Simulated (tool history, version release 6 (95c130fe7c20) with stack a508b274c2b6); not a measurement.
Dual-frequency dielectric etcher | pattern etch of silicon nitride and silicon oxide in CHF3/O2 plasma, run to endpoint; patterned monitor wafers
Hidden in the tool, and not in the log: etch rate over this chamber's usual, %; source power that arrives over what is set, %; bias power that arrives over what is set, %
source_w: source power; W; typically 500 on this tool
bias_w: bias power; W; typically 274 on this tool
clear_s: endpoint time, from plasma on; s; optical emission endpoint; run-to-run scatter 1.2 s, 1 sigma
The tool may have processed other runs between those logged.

run    day  source_w  bias_w  wafers since the last listed run  hours since the last wet clean  hours since the last source power generator calibration  hours since the last bias power generator calibration  hours since the last upper electrode change  incoming incoming film thickness, nm  clear_s
  1  0.000       500     304                                 0                            77.7                                                   4648.8                                                 5285.7                                       5662.6                                 235.1    142.0
  2  1.062       500     304                               204                           103.2                                                   4674.3                                                 5311.2                                       5688.1                                 235.7    141.6
  3  2.300       500     227                               237                           132.9                                                   4704.0                                                 5340.9                                       5717.8                                 236.7    153.9
  4  3.375       500     274                               206                           158.7                                                   4729.8                                                 5366.7                                       5743.6                                 235.5    149.8
  5  4.233       500     274                               164                           179.3                                                   4750.4                                                 5387.3                                       5764.2                                 238.2    151.8
  6  5.279       450     323                               200                           204.4                                                   4775.5                                                 5412.4                                       5789.3                                 233.4    145.5
  7  5.875       450     323                               114                           218.7                                                   4789.8                                                 5426.7                                       5803.6                                 239.1    149.5
     6.725  -- bias power generator calibrated
  8  7.250       450     323                               232                           251.7                                                   4822.8                                                   12.6                                       5836.6                                 237.7    150.4
  9  7.825       460     274                               110                           265.5                                                   4836.6                                                   26.4                                       5850.4                                 235.6    153.9
     8.238  -- source power generator calibrated
     9.158  -- upper electrode replaced, of another model than before
     9.762  -- wet clean of the chamber
 10  9.783       500     274                                50                             0.5                                                     37.1                                                   73.4                                         15.0                                 236.0    143.3
 11  9.958       400     296                                33                             4.7                                                     41.3                                                   77.6                                         19.2                                 234.4    156.2

For run 12, what comes out?
 12  11.304       450     323                               258                            37.0                                                     73.6                                                  109.9                                         51.5                                 237.7        ?

clear_s: 151.2 s
Take away the tool's hidden state, keep the run-to-run variation as it was, and the same run would have given clear_s 150.3 s.
